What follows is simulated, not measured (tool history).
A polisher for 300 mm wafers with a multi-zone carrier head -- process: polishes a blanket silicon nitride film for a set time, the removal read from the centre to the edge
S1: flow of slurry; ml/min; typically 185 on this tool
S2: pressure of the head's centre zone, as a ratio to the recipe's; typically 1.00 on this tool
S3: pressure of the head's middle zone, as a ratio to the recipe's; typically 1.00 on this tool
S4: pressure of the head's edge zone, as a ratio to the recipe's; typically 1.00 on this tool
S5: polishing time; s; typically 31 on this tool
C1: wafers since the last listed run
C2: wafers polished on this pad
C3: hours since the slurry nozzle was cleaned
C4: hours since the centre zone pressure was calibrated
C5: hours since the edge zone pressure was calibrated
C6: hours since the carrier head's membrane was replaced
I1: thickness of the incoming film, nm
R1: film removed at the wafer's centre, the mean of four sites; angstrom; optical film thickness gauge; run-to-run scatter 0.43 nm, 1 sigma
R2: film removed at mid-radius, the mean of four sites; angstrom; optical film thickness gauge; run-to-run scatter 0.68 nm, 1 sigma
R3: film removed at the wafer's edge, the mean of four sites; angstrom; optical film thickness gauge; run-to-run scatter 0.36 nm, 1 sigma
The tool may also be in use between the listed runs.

Run 1, hour 0.0: usual settings; C1 0; C2 534; C3 101.3; C4 1169.1; C5 261.3; C6 830.9; I1 879.3. Result: R1 397 angstrom, R2 401 angstrom, R3 409 angstrom.
At hour 13.3: worn pad replaced by a new one.
Run 2, hour 13.8: usual settings; C1 105; C2 5; C3 115.1; C4 1182.9; C5 275.1; C6 844.7; I1 901.0. Result: R1 415 angstrom, R2 432 angstrom, R3 440 angstrom.
Run 3, hour 25.4: usual settings; C1 124; C2 130; C3 126.7; C4 1194.5; C5 286.7; C6 856.3; I1 891.4. Result: R1 415 angstrom, R2 416 angstrom, R3 434 angstrom.
Run 4, hour 42.5: usual settings but S1 150 ml/min; C1 184; C2 314; C3 143.8; C4 1211.6; C5 303.8; C6 873.4; I1 882.7. Result: R1 375 angstrom, R2 392 angstrom, R3 400 angstrom.
Run 5, hour 48.8: usual settings but S1 150 ml/min; C1 67; C2 381; C3 150.1; C4 1217.9; C5 310.1; C6 879.7; I1 893.0. Result: R1 368 angstrom, R2 377 angstrom, R3 404 angstrom.
At hour 55.6: carrier head's membrane replaced by a new one.
Run 6, hour 59.7: usual settings but S4 0.91, S5 25 s; C1 63; C2 445; C3 161.0; C4 1228.8; C5 321.0; C6 4.1; I1 904.9. Result: R1 306 angstrom, R2 306 angstrom, R3 314 angstrom.
At hour 71.0: centre zone pressure recalibrated.
Run 7, hour 77.5: usual settings but S4 0.91, S5 25 s; C1 170; C2 615; C3 178.8; C4 6.5; C5 338.8; C6 21.9; I1 900.8. Result: R1 304 angstrom, R2 305 angstrom, R3 308 angstrom.
Run 8, hour 84.1: usual settings but S4 0.91, S5 25 s; C1 71; C2 686; C3 185.4; C4 13.1; C5 345.4; C6 28.5; I1 882.6. Result: R1 298 angstrom, R2 306 angstrom, R3 301 angstrom.
At hour 96.1: worn pad replaced by a new one.
Run 9, hour 99.3: usual settings; C1 120; C2 34; C3 200.6; C4 28.3; C5 360.6; C6 43.7; I1 903.0. Result: R1 412 angstrom, R2 415 angstrom, R3 430 angstrom.
Run 10, hour 112.3: usual settings; C1 139; C2 173; C3 213.6; C4 41.3; C5 373.6; C6 56.7; I1 890.9. Result: R1 406 angstrom, R2 404 angstrom, R3 421 angstrom.
Run 11, hour 121.5: usual settings but S1 210 ml/min; C1 98; C2 272; C3 222.8; C4 50.5; C5 382.8; C6 65.9; I1 894.5. Result: R1 410 angstrom, R2 416 angstrom, R3 432 angstrom.
Run 12, hour 136.6: usual settings but S3 1.06, S4 0.97; C1 162; C2 435; C3 237.9; C4 65.6; C5 397.9; C6 81.0; I1 894.7. Result: R1 389 angstrom, R2 407 angstrom, R3 401 angstrom.
At hour 139.7: edge zone pressure recalibrated.
Run 13, hour 152.7: usual settings; C1 151; C2 587; C3 254.0; C4 81.7; C5 13.0; C6 97.1; I1 873.2. Result: R1 369 angstrom, R2 379 angstrom, R3 398 angstrom.
At hour 161.2: slurry nozzle cleaned.
Run 14, hour 164.7: usual settings but S3 0.90, S5 27 s; C1 118; C2 705; C3 3.5; C4 93.7; C5 25.0; C6 109.1; I1 883.4. Result: R1 362 angstrom, R2 332 angstrom, R3 369 angstrom.
At hour 169.7: worn pad replaced by a new one.
Run 15, hour 182.4: usual settings but S2 1.11, S3 0.95; C1 147; C2 137; C3 21.2; C4 111.4; C5 42.7; C6 126.8; I1 888.6. Result: R1 497 angstrom, R2 443 angstrom, R3 458 angstrom.
Run 16, hour 195.1: usual settings but S5 25 s; C1 136; C2 273; C3 33.9; C4 124.1; C5 55.4; C6 139.5; I1 873.4. Result: R1 353 angstrom, R2 354 angstrom, R3 360 angstrom.
Run 17, hour 202.5: usual settings; C1 79; C2 353; C3 41.3; C4 131.5; C5 62.8; C6 146.9; I1 889.2. Result: R1 423 angstrom, R2 421 angstrom, R3 436 angstrom.
Run 18, hour 219.1: usual settings but S1 225 ml/min, S5 35 s; C1 178; C2 531; C3 57.9; C4 148.1; C5 79.4; C6 163.5; I1 871.8. Result: R1 485 angstrom, R2 473 angstrom, R3 489 angstrom.
Run 19, hour 228.8: usual settings; C1 104; C2 636; C3 67.6; C4 157.8; C5 89.1; C6 173.2; I1 893.6. Result: R1 403 angstrom, R2 401 angstrom, R3 415 angstrom.
Run 20, hour 235.5: usual settings but S5 36 s; C1 72; C2 708; C3 74.3; C4 164.5; C5 95.8; C6 179.9; I1 875.0. Result: R1 461 angstrom, R2 453 angstrom, R3 472 angstrom.
At hour 241.4: worn pad replaced by a new one.
Run 21, hour 243.8: usual settings; C1 46; C2 26; C3 82.6; C4 172.8; C5 104.1; C6 188.2; I1 896.5. Result: R1 436 angstrom, R2 431 angstrom, R3 452 angstrom.

Predict each of these 5 candidate next runs independently; none follows another, all start after run 21:
Run A, hour 244.2: usual settings; C1 4; C2 30; C3 83.0; C4 173.2; C5 104.5; C6 188.6; I1 886.7. Result: R1 ?, R2 ?, R3 ?.
Run B, hour 244.2: usual settings but S5 38 s; C1 4; C2 30; C3 83.0; C4 173.2; C5 104.5; C6 188.6; I1 886.7. Result: R1 ?, R2 ?, R3 ?.
Run C, hour 244.2: usual settings but S5 23 s; C1 4; C2 30; C3 83.0; C4 173.2; C5 104.5; C6 188.6; I1 886.7. Result: R1 ?, R2 ?, R3 ?.
Run D, hour 244.2: usual settings but S1 205 ml/min, S4 1.10; C1 4; C2 30; C3 83.0; C4 173.2; C5 104.5; C6 188.6; I1 886.7. Result: R1 ?, R2 ?, R3 ?.
Run E, hour 244.2: usual settings but S2 0.89; C1 4; C2 30; C3 83.0; C4 173.2; C5 104.5; C6 188.6; I1 886.7. Result: R1 ?, R2 ?, R3 ?.

run   R1   R2   R3
  A  427  446  444
  B  523  547  544
  C  317  331  329
  D  438  456  473
  E  380  446  444
The same runs, with their run-to-run variation unchanged, on a tool lacking any hidden condition would have given:
run   R1   R2   R3
  A  468  484  472
  B  573  593  579
  C  347  359  351
  D  476  492  501
  E  416  484  472

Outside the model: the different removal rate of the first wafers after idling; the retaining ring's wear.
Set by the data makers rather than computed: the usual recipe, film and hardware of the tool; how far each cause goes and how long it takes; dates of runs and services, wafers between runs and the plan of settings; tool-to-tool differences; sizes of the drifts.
